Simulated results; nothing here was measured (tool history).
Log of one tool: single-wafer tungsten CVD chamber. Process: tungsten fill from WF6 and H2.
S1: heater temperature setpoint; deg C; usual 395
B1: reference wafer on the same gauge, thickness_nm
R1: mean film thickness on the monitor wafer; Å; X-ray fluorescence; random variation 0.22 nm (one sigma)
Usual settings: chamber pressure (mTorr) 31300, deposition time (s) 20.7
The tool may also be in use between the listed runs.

{"run": 1, "day": 0.0, "S1": 395, "chamber pressure (mTorr)": 31300, "deposition time (s)": 20.7, "B1": 64.435, "R1": 613.15}
{"run": 2, "day": 0.671, "S1": 395, "chamber pressure (mTorr)": 27100, "deposition time (s)": 20.7, "B1": 64.448, "R1": 567.12}
{"run": 3, "day": 1.383, "S1": 395, "chamber pressure (mTorr)": 27100, "deposition time (s)": 20.7, "B1": 64.54, "R1": 567.54}
{"run": 4, "day": 1.833, "S1": 395, "chamber pressure (mTorr)": 27100, "deposition time (s)": 20.7, "B1": 64.494, "R1": 565.73}
{"run": 5, "day": 2.55, "S1": 403, "chamber pressure (mTorr)": 27000, "deposition time (s)": 20.7, "B1": 64.517, "R1": 638.61}
{"run": 6, "day": 2.958, "S1": 403, "chamber pressure (mTorr)": 27000, "deposition time (s)": 20.7, "B1": 64.484, "R1": 640.93}
{"run": 7, "day": 3.492, "S1": 403, "chamber pressure (mTorr)": 27000, "deposition time (s)": 20.7, "B1": 64.439, "R1": 635.41}
{"run": 8, "day": 3.746, "S1": 395, "chamber pressure (mTorr)": 31300, "deposition time (s)": 20.7, "B1": 64.545, "R1": 616.19}
{"day": 4.588, "done": "capacitance manometer re-zeroed and calibrated"}
{"run": 9, "day": 4.608, "S1": 395, "chamber pressure (mTorr)": 31300, "deposition time (s)": 20.7, "B1": 64.488, "R1": 618.37}
{"run": 10, "day": 4.721, "S1": 395, "chamber pressure (mTorr)": 31300, "deposition time (s)": 20.7, "B1": 64.483, "R1": 617.54}
{"run": 11, "day": 5.196, "S1": 395, "chamber pressure (mTorr)": 31300, "deposition time (s)": 20.7, "B1": 64.47, "R1": 618.82}
{"run": 12, "day": 5.808, "S1": 395, "chamber pressure (mTorr)": 31300, "deposition time (s)": 20.7, "B1": 64.506, "R1": 615.95}
{"run": 13, "day": 6.512, "S1": 395, "chamber pressure (mTorr)": 31300, "deposition time (s)": 20.7, "B1": 64.538, "R1": 618.27}
{"run": 14, "day": 6.975, "S1": 395, "chamber pressure (mTorr)": 31300, "deposition time (s)": 20.7, "B1": 64.527, "R1": 619.42}
{"run": 15, "day": 7.654, "S1": 395, "chamber pressure (mTorr)": 31300, "deposition time (s)": 20.7, "B1": 64.452, "R1": 617.9}
{"run": 16, "day": 8.362, "S1": 395, "chamber pressure (mTorr)": 31300, "deposition time (s)": 20.7, "B1": 64.394, "R1": 616.49}
{"run": 17, "day": 9.071, "S1": 404, "chamber pressure (mTorr)": 31300, "deposition time (s)": 16.6, "B1": 64.55, "R1": 573.73}
{"run": 18, "day": 9.521, "S1": 395, "chamber pressure (mTorr)": 28200, "deposition time (s)": 20.7, "B1": 64.539, "R1": 585.52}
{"run": 19, "day": 9.946, "S1": 406, "chamber pressure (mTorr)": 31300, "deposition time (s)": 20.7, "B1": 64.513, "R1": 741.43}
{"day": 10.175, "done": "gauge calibrated"}
{"day": 10.375, "done": "showerhead replaced, of another model than before"}
{"run": 20, "day": 10.396, "S1": 395, "chamber pressure (mTorr)": 31300, "deposition time (s)": 20.7, "B1": 64.555, "R1": 622.88}
{"day": 11.204, "done": "thermocouple changed; heater temperature recalibrated"}
{"run": 21, "day": 11.225, "S1": 395, "chamber pressure (mTorr)": 34600, "deposition time (s)": 20.7, "B1": 64.458, "R1": 578.24}
{"run": 22, "day": 11.4, "S1": 395, "chamber pressure (mTorr)": 31300, "deposition time (s)": 20.7, "B1": 64.488, "R1": 551.4}
{"run": 23, "day": 11.85, "S1": 405, "chamber pressure (mTorr)": 24800, "deposition time (s)": 21.8, "B1": 64.6, "R1": 626.78}
{"run": 24, "day": 12.467, "S1": 395, "chamber pressure (mTorr)": 31300, "deposition time (s)": 23.2, "B1": 64.53, "R1": 622.24}
{"run": 25, "day": 13.15, "S1": 395, "chamber pressure (mTorr)": 31300, "deposition time (s)": 20.7, "B1": 64.539, "R1": 552.02}
{"run": 26, "day": 13.458, "S1": 399, "chamber pressure (mTorr)": 34500, "deposition time (s)": 24.3, "B1": 64.445, "R1": 720.41}
{"run": 27, "day": 14.138, "S1": 408, "chamber pressure (mTorr)": 31300, "deposition time (s)": 24.1, "B1": 64.477, "R1": 795.0}
{"run": 28, "day": 14.675, "S1": 395, "chamber pressure (mTorr)": 34900, "deposition time (s)": 16.7, "B1": 64.437, "R1": 467.78}
{"run": 29, "day": 15.117, "S1": 395, "chamber pressure (mTorr)": 31300, "deposition time (s)": 20.7, "B1": 64.421, "R1": 554.11}
{"run": 30, "day": 15.754, "S1": 390, "chamber pressure (mTorr)": 31300, "deposition time (s)": 22.4, "B1": 64.502, "R1": 554.54}
{"run": 31, "day": 16.483, "S1": 395, "chamber pressure (mTorr)": 33500, "deposition time (s)": 20.7, "B1": 64.595, "R1": 570.14}
{"run": 32, "day": 16.95, "S1": 391, "chamber pressure (mTorr)": 31300, "deposition time (s)": 20.7, "B1": 64.533, "R1": 519.76}
{"run": 33, "day": 17.508, "S1": 395, "chamber pressure (mTorr)": 23900, "deposition time (s)": 20.7, "B1": 64.472, "R1": 500.08}
{"run": 34, "day": 18.254, "S1": 400, "chamber pressure (mTorr)": 31300, "deposition time (s)": 20.7, "B1": 64.381, "R1": 602.92}

4 ways to go on from here, each from the tool as it stands after run 34. What would each give?
{"run": "A", "day": 18.271, "S1": 395, "chamber pressure (mTorr)": 31300, "deposition time (s)": 20.7, "B1": "?", "R1": "?"}
{"run": "B", "day": 18.271, "S1": 395, "chamber pressure (mTorr)": 29300, "deposition time (s)": 22.1, "B1": "?", "R1": "?"}
{"run": "C", "day": 18.271, "S1": 406, "chamber pressure (mTorr)": 31300, "deposition time (s)": 22.5, "B1": "?", "R1": "?"}
{"run": "D", "day": 18.271, "S1": 404, "chamber pressure (mTorr)": 27700, "deposition time (s)": 24.3, "B1": "?", "R1": "?"}

run=A B1=64.537 R1=558.90
run=B B1=64.537 R1=582.10
run=C B1=64.537 R1=725.46
run=D B1=64.537 R1=725.37
Without the tool's hidden state the same runs would have given:
run=A R1=565.05
run=B R1=588.50
run=C R1=732.93
run=D R1=732.88
